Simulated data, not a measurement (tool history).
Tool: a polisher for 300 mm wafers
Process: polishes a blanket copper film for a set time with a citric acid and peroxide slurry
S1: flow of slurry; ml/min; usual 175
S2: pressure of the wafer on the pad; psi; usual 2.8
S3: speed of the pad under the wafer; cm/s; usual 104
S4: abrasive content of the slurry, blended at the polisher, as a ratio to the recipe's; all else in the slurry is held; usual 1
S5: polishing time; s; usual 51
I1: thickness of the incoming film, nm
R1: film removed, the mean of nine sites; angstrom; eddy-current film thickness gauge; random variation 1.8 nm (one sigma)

{"run": 1, "hour": 0.0, "S1": 175, "S2": 2.8, "S3": 104, "S4": 1, "S5": 51, "I1": 557.4, "R1": 1272}
{"run": 2, "hour": 32.9, "S1": 175, "S2": 2.8, "S3": 104, "S4": 1, "S5": 51, "I1": 551.1, "R1": 1309}
{"run": 3, "hour": 47.0, "S1": 175, "S2": 2.8, "S3": 104, "S4": 1, "S5": 51, "I1": 549.7, "R1": 1299}
{"run": 4, "hour": 81.4, "S1": 175, "S2": 2.8, "S3": 96, "S4": 1, "S5": 51, "I1": 553, "R1": 1214}
{"hour": 90.2, "done": "worn pad replaced by a new one"}
{"run": 5, "hour": 107.2, "S1": 175, "S2": 2.8, "S3": 96, "S4": 1, "S5": 51, "I1": 553.6, "R1": 1215}
{"run": 6, "hour": 126.0, "S1": 175, "S2": 2.8, "S3": 96, "S4": 1, "S5": 51, "I1": 549.4, "R1": 1199}
{"hour": 146.7, "done": "slurry blender recalibrated"}
{"run": 7, "hour": 150.5, "S1": 175, "S2": 2.8, "S3": 104, "S4": 1, "S5": 51, "I1": 560.6, "R1": 1304}
{"run": 8, "hour": 175.5, "S1": 175, "S2": 2.8, "S3": 104, "S4": 1, "S5": 51, "I1": 543.6, "R1": 1283}
{"hour": 190.1, "done": "worn pad replaced by a new one"}
{"run": 9, "hour": 202.2, "S1": 175, "S2": 2.8, "S3": 104, "S4": 0.8, "S5": 62, "I1": 555.3, "R1": 1480}
{"hour": 226.2, "done": "slurry nozzle cleaned"}
{"run": 10, "hour": 229.8, "S1": 175, "S2": 2.8, "S3": 122, "S4": 0.75, "S5": 51, "I1": 546.6, "R1": 1403}
{"run": 11, "hour": 270.6, "S1": 175, "S2": 2.8, "S3": 128, "S4": 1, "S5": 51, "I1": 549, "R1": 1590}
{"hour": 285.0, "done": "worn pad replaced by a new one"}
{"run": 12, "hour": 286.7, "S1": 175, "S2": 2.8, "S3": 104, "S4": 1, "S5": 51, "I1": 548.2, "R1": 1250}
{"run": 13, "hour": 315.0, "S1": 175, "S2": 2.8, "S3": 104, "S4": 0.85, "S5": 67, "I1": 550.7, "R1": 1693}
{"hour": 330.7, "done": "head pressure recalibrated"}
{"run": 14, "hour": 344.7, "S1": 175, "S2": 2.8, "S3": 104, "S4": 1, "S5": 51, "I1": 555.5, "R1": 1326}
{"hour": 379.3, "done": "worn pad replaced by a new one"}
{"run": 15, "hour": 379.8, "S1": 215, "S2": 2.8, "S3": 94, "S4": 1, "S5": 40, "I1": 559.6, "R1": 933}
{"run": 16, "hour": 393.5, "S1": 125, "S2": 2.8, "S3": 104, "S4": 1, "S5": 51, "I1": 549.5, "R1": 1235}
{"run": 17, "hour": 415.8, "S1": 175, "S2": 2.8, "S3": 104, "S4": 1, "S5": 51, "I1": 551.6, "R1": 1310}
{"run": 18, "hour": 448.9, "S1": 175, "S2": 2.8, "S3": 116, "S4": 1, "S5": 51, "I1": 560.7, "R1": 1428}

4 ways to go on from here, each from the tool as it stands after run 18. What would each give?
{"run": "A", "hour": 449.3, "S1": 140, "S2": 2.8, "S3": 104, "S4": 1, "S5": 51, "I1": 549.9, "R1": "?"}
{"run": "B", "hour": 449.3, "S1": 175, "S2": 2.3, "S3": 104, "S4": 1, "S5": 67, "I1": 549.9, "R1": "?"}
{"run": "C", "hour": 449.3, "S1": 175, "S2": 3.2, "S3": 104, "S4": 1, "S5": 51, "I1": 549.9, "R1": "?"}
{"run": "D", "hour": 449.3, "S1": 175, "S2": 3.2, "S3": 94, "S4": 1.15, "S5": 51, "I1": 549.9, "R1": "?"}

run=A R1=1234
run=B R1=1380
run=C R1=1449
run=D R1=1353
Without the tool's hidden state the same runs would have given:
run=A R1=1234
run=B R1=1380
run=C R1=1449
run=D R1=1353

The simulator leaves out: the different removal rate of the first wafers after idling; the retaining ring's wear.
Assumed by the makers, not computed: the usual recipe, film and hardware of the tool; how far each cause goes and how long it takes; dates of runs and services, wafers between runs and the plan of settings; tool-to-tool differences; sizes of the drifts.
